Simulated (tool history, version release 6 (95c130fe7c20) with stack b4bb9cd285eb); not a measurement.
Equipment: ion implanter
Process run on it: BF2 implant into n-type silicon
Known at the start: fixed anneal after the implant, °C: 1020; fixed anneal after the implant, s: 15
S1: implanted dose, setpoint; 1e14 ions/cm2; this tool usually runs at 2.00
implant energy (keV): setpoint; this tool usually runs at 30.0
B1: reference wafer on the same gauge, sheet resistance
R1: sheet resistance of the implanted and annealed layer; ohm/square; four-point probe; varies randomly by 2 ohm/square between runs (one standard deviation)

Run 1, hour 0.0: usual settings; B1 617.06. Result: R1 519.64 ohm/square.
At hour 29.0: Faraday cup replaced and dose calibrated.
Run 2, hour 107.7: usual settings; B1 615.20. Result: R1 519.50 ohm/square.
Run 3, hour 200.8: usual settings; B1 616.84. Result: R1 520.50 ohm/square.
Run 4, hour 303.6: usual settings; B1 616.06. Result: R1 520.29 ohm/square.
Run 5, hour 394.8: usual settings but S1 2.48 1e14 ions/cm2; B1 617.11. Result: R1 435.41 ohm/square.
Run 6, hour 476.0: usual settings but S1 2.48 1e14 ions/cm2; B1 616.49. Result: R1 433.86 ohm/square.
Run 7, hour 568.6: usual settings; B1 615.87. Result: R1 521.57 ohm/square.
Run 8, hour 640.1: usual settings; B1 616.00. Result: R1 519.98 ohm/square.
At hour 653.3: gauge calibrated.
Run 9, hour 706.5: usual settings; B1 616.55. Result: R1 520.71 ohm/square.
At hour 774.7: extraction supply calibrated.
Run 10, hour 908.0: usual settings; B1 617.17. Result: R1 520.27 ohm/square.
At hour 995.8: Faraday cup replaced and dose calibrated.
Run 11, hour 996.3: usual settings but S1 1.76 1e14 ions/cm2; B1 616.29. Result: R1 580.75 ohm/square.
Run 12, hour 1218.4: usual settings but S1 1.70 1e14 ions/cm2; B1 616.38. Result: R1 592.37 ohm/square.
Run 13, hour 1309.0: usual settings but S1 1.70 1e14 ions/cm2, implant energy (keV) 22.5; B1 616.33. Result: R1 614.07 ohm/square.
Run 14, hour 1353.5: usual settings but S1 2.56 1e14 ions/cm2, implant energy (keV) 19.5; B1 615.70. Result: R1 442.14 ohm/square.
Run 15, hour 1408.5: usual settings; B1 615.98. Result: R1 520.38 ohm/square.
Run 16, hour 1491.1: usual settings; B1 615.42. Result: R1 523.99 ohm/square.
Run 17, hour 1575.5: usual settings but S1 2.27 1e14 ions/cm2, implant energy (keV) 21.5; B1 615.66. Result: R1 480.19 ohm/square.
Run 18, hour 1664.6: usual settings; B1 615.85. Result: R1 521.40 ohm/square.
Run 19, hour 1764.3: usual settings but S1 1.49 1e14 ions/cm2, implant energy (keV) 38.0; B1 615.65. Result: R1 644.41 ohm/square.
Run 20, hour 1870.4: usual settings but implant energy (keV) 32.5; B1 615.39. Result: R1 513.46 ohm/square.
Run 21, hour 1932.2: usual settings but S1 2.23 1e14 ions/cm2; B1 616.37. Result: R1 474.98 ohm/square.
At hour 2003.9: gauge calibrated.
At hour 2024.7: Faraday cup replaced and dose calibrated.
Run 22, hour 2034.7: usual settings but S1 2.17 1e14 ions/cm2, implant energy (keV) 22.5; B1 616.22. Result: R1 505.05 ohm/square.

Branching from run 22: 5 alternative next runs. What would each branch give?
Run A, hour 2035.1: usual settings but implant energy (keV) 36.5; B1 ?. Result: R1 ?.
Run B, hour 2035.1: usual settings but S1 2.17 1e14 ions/cm2, implant energy (keV) 38.0; B1 ?. Result: R1 ?.
Run C, hour 2035.1: usual settings but S1 2.38 1e14 ions/cm2, implant energy (keV) 34.5; B1 ?. Result: R1 ?.
Run D, hour 2035.1: usual settings but S1 1.78 1e14 ions/cm2, implant energy (keV) 24.0; B1 ?. Result: R1 ?.
Run E, hour 2035.1: usual settings but implant energy (keV) 37.5; B1 ?. Result: R1 ?.

run      B1      R1
  A  615.67  510.58
  B  615.67  475.57
  C  615.67  445.23
  D  615.67  588.92
  E  615.67  509.03
What these runs would have given with no unlogged condition in the tool:
run      R1
  A  510.58
  B  475.57
  C  445.23
  D  588.92
  E  509.03
